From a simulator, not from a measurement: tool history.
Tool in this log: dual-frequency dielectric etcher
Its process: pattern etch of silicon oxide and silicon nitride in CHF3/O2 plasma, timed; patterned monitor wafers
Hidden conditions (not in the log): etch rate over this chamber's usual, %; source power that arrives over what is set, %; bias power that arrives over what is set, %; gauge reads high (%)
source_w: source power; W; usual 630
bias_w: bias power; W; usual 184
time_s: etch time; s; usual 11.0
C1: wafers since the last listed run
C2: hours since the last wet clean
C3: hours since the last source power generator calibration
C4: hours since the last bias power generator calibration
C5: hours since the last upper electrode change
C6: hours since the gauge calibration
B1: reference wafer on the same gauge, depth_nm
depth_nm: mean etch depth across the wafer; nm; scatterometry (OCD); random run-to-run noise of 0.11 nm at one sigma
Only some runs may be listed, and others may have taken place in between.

run 1 hour=0.0 | source_w=630 bias_w=210 time_s=12.5 | C1=0 C2=462.0 C3=1279.1 C4=2364.7 C5=4224.6 C6=386.6 | B1=17.01 | depth_nm=21.03
-- hour=52.1 wet clean of the chamber
run 2 hour=57.2 | source_w=630 bias_w=210 time_s=12.5 | C1=634 C2=5.1 C3=1336.3 C4=2421.9 C5=4281.8 C6=443.8 | B1=17.00 | depth_nm=20.64
run 3 hour=162.5 | source_w=630 bias_w=172 time_s=11.0 | C1=2013 C2=110.4 C3=1441.6 C4=2527.2 C5=4387.1 C6=549.1 | B1=17.02 | depth_nm=17.34
run 4 hour=250.5 | source_w=630 bias_w=184 time_s=11.0 | C1=1682 C2=198.4 C3=1529.6 C4=2615.2 C5=4475.1 C6=637.1 | B1=17.01 | depth_nm=17.87
run 5 hour=339.4 | source_w=630 bias_w=184 time_s=11.0 | C1=1699 C2=287.3 C3=1618.5 C4=2704.1 C5=4564.0 C6=726.0 | B1=17.00 | depth_nm=17.62
run 6 hour=379.2 | source_w=630 bias_w=184 time_s=11.0 | C1=760 C2=327.1 C3=1658.3 C4=2743.9 C5=4603.8 C6=765.8 | B1=17.02 | depth_nm=17.98
run 7 hour=424.6 | source_w=630 bias_w=174 time_s=11.0 | C1=867 C2=372.5 C3=1703.7 C4=2789.3 C5=4649.2 C6=811.2 | B1=17.00 | depth_nm=17.71
run 8 hour=484.9 | source_w=630 bias_w=174 time_s=11.0 | C1=1152 C2=432.8 C3=1764.0 C4=2849.6 C5=4709.5 C6=871.5 | B1=16.99 | depth_nm=17.89
run 9 hour=536.8 | source_w=630 bias_w=174 time_s=11.0 | C1=992 C2=484.7 C3=1815.9 C4=2901.5 C5=4761.4 C6=923.4 | B1=17.02 | depth_nm=17.81
-- hour=599.9 wet clean of the chamber
run 10 hour=600.4 | source_w=630 bias_w=184 time_s=11.0 | C1=757 C2=0.5 C3=1879.5 C4=2965.1 C5=4825.0 C6=987.0 | B1=17.01 | depth_nm=17.10
-- hour=613.8 gauge calibrated
run 11 hour=663.5 | source_w=630 bias_w=148 time_s=11.0 | C1=1206 C2=63.6 C3=1942.6 C4=3028.2 C5=4888.1 C6=49.7 | B1=17.01 | depth_nm=16.20
-- hour=737.1 bias power generator calibrated
run 12 hour=759.2 | source_w=630 bias_w=184 time_s=13.0 | C1=1753 C2=159.3 C3=2038.3 C4=22.1 C5=4983.8 C6=145.4 | B1=16.99 | depth_nm=20.63
-- hour=824.5 upper electrode replaced, of another model than before
run 13 hour=825.0 | source_w=630 bias_w=184 time_s=14.5 | C1=799 C2=225.1 C3=2104.1 C4=87.9 C5=0.5 C6=211.2 | B1=17.01 | depth_nm=23.17
run 14 hour=878.4 | source_w=630 bias_w=184 time_s=11.0 | C1=1020 C2=278.5 C3=2157.5 C4=141.3 C5=53.9 C6=264.6 | B1=17.01 | depth_nm=17.55
run 15 hour=963.9 | source_w=480 bias_w=161 time_s=14.0 | C1=1634 C2=364.0 C3=2243.0 C4=226.8 C5=139.4 C6=350.1 | B1=16.98 | depth_nm=19.78
-- hour=986.3 source power generator calibrated
run 16 hour=1069.2 | source_w=630 bias_w=174 time_s=11.0 | C1=1936 C2=469.3 C3=82.9 C4=332.1 C5=244.7 C6=455.4 | B1=16.97 | depth_nm=17.45
run 17 hour=1144.1 | source_w=630 bias_w=206 time_s=11.0 | C1=1431 C2=544.2 C3=157.8 C4=407.0 C5=319.6 C6=530.3 | B1=16.99 | depth_nm=19.09
-- hour=1171.4 wet clean of the chamber
run 18 hour=1234.2 | source_w=500 bias_w=149 time_s=11.0 | C1=1263 C2=62.8 C3=247.9 C4=497.1 C5=409.7 C6=620.4 | B1=16.99 | depth_nm=14.65
run 19 hour=1324.9 | source_w=630 bias_w=143 time_s=11.0 | C1=1733 C2=153.5 C3=338.6 C4=587.8 C5=500.4 C6=711.1 | B1=17.00 | depth_nm=15.40
run 20 hour=1383.4 | source_w=630 bias_w=184 time_s=11.0 | C1=1118 C2=212.0 C3=397.1 C4=646.3 C5=558.9 C6=769.6 | B1=17.00 | depth_nm=17.49

Each row is a separate what-if for the run after 20, all from the same tool condition, not one after another. Results?
run A hour=1383.8 | source_w=630 bias_w=184 time_s=11.0 | C1=7 C2=212.4 C3=397.5 C4=646.7 C5=559.3 C6=770.0 | B1=? | depth_nm=?
run B hour=1383.8 | source_w=730 bias_w=161 time_s=12.5 | C1=7 C2=212.4 C3=397.5 C4=646.7 C5=559.3 C6=770.0 | B1=? | depth_nm=?
run C hour=1383.8 | source_w=630 bias_w=160 time_s=13.5 | C1=7 C2=212.4 C3=397.5 C4=646.7 C5=559.3 C6=770.0 | B1=? | depth_nm=?
run D hour=1383.8 | source_w=630 bias_w=184 time_s=13.5 | C1=7 C2=212.4 C3=397.5 C4=646.7 C5=559.3 C6=770.0 | B1=? | depth_nm=?

run=A B1=17.01 depth_nm=17.77
run=B B1=17.01 depth_nm=19.53
run=C B1=17.01 depth_nm=20.27
run=D B1=17.01 depth_nm=21.81
Take away the tool's hidden state, keep each run's random variation, and the runs would have read:
run=A depth_nm=17.52
run=B depth_nm=19.26
run=C depth_nm=19.98
run=D depth_nm=21.50
